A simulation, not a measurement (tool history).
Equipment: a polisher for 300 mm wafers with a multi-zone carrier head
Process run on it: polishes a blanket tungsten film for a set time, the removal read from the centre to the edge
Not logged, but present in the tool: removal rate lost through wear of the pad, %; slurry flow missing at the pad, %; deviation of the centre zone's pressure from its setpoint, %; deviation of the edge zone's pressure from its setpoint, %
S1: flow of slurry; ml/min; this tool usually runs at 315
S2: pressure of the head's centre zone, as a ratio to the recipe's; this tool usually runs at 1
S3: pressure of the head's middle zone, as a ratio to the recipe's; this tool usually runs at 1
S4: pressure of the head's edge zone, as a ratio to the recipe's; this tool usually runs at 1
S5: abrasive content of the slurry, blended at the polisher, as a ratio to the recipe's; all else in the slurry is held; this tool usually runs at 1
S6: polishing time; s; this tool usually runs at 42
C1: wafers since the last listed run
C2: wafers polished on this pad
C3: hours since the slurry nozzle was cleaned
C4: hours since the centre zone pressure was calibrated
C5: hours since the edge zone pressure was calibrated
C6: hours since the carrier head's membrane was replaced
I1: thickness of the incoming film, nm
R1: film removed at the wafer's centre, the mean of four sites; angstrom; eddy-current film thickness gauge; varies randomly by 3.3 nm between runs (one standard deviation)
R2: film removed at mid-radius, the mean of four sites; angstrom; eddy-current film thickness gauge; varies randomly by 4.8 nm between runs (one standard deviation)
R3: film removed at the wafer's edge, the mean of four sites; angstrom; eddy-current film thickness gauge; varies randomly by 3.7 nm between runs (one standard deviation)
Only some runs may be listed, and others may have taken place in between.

run   hour   S1    S2    S3    S4    S5  S6   C1    C2     C3      C4     C5     C6      I1    R1    R2    R3
  1      0  315     1  0.96     1     1  42    0   893  681.4   935.9  545.5  341.1  1540.3  3101  3478  3506
  2   11.6  315     1     1     1     1  42  193  1087    693   947.5  557.1  352.7  1556.2  3080  3560  3550
      20.4  -- worn pad replaced by a new one
  3   20.9  315     1     1     1     1  42   88     8  702.3   956.8  566.4    362  1569.1  3097  3534  3554
  4   42.9  315     1     1     1     1  42  367   376  724.3   978.8  588.4    384    1521  3045  3505  3504
  5   60.2  315  0.94     1     1     1  42  289   665  741.6   996.1  605.7  401.3    1553  2904  3557  3475
  6     72  315  0.94     1     1     1  42  197   862  753.4  1007.9  617.5  413.1    1568  2910  3520  3515
      79.7  -- centre zone pressure recalibrated
        81  -- edge zone pressure recalibrated
      86.4  -- worn pad replaced by a new one, of another model than before
  7   86.9  315  0.92     1     1     1  42  127     7  768.3     7.2    5.9    428  1545.3  3300  3436  3578
  8   94.3  315     1     1     1     1  42  123   131  775.7    14.6   13.3  435.4    1524  3531  3554  3603
  9  137.4  315     1     1     1     1  42  720   852  818.8    57.7   56.4  478.5  1543.5  3528  3541  3497
 10  143.9  315     1     1  1.06     1  42  108   961  825.3    64.2   62.9    485  1525.1  3551  3483  3611
 11  152.5  315     1     1     1     1  42  143  1105  833.9    72.8   71.5  493.6  1542.1  3525  3565  3513
     160.5  -- worn pad replaced by a new one
 12  163.6  315     1     1  1.07     1  42  118    51    845    83.9   82.6  504.7  1548.4  3535  3479  3625
 13    177  350     1     1     1     1  42  224   275  858.4    97.3     96  518.1  1522.6  3546  3490  3516
     179.4  -- slurry nozzle cleaned
 14  193.4  315     1  1.11     1   0.9  42  257   532     14   113.7  112.4  534.5  1548.8  3466  3740  3473
 15  206.6  315     1     1     1     1  42  220   753   27.2   126.9  125.6  547.7  1544.9  3515  3534  3577
       221  -- carrier head's membrane replaced by a new one
 16  221.5  315     1     1     1  0.75  52  165   919   42.1   141.8  140.5    0.5  1527.2  4206  4173  4184
     229.3  -- worn pad replaced by a new one
 17  234.2  315  1.11  0.95     1     1  42  145    81   54.8   154.5  153.2   13.2  1515.4  3853  3428  3523

The next listed run, before its measurement:
 18  250.2  280   1   1  1.07   1  42  267  349  70.8  170.5  169.2  29.2  1540.8   ?   ?   ?

Run 18 gave R1 3492 angstrom, R2 3424 angstrom, R3 3644 angstrom.
Had the tool carried no hidden state, the very same run would have given R1 3476 angstrom, R2 3424 angstrom, R3 3644 angstrom.

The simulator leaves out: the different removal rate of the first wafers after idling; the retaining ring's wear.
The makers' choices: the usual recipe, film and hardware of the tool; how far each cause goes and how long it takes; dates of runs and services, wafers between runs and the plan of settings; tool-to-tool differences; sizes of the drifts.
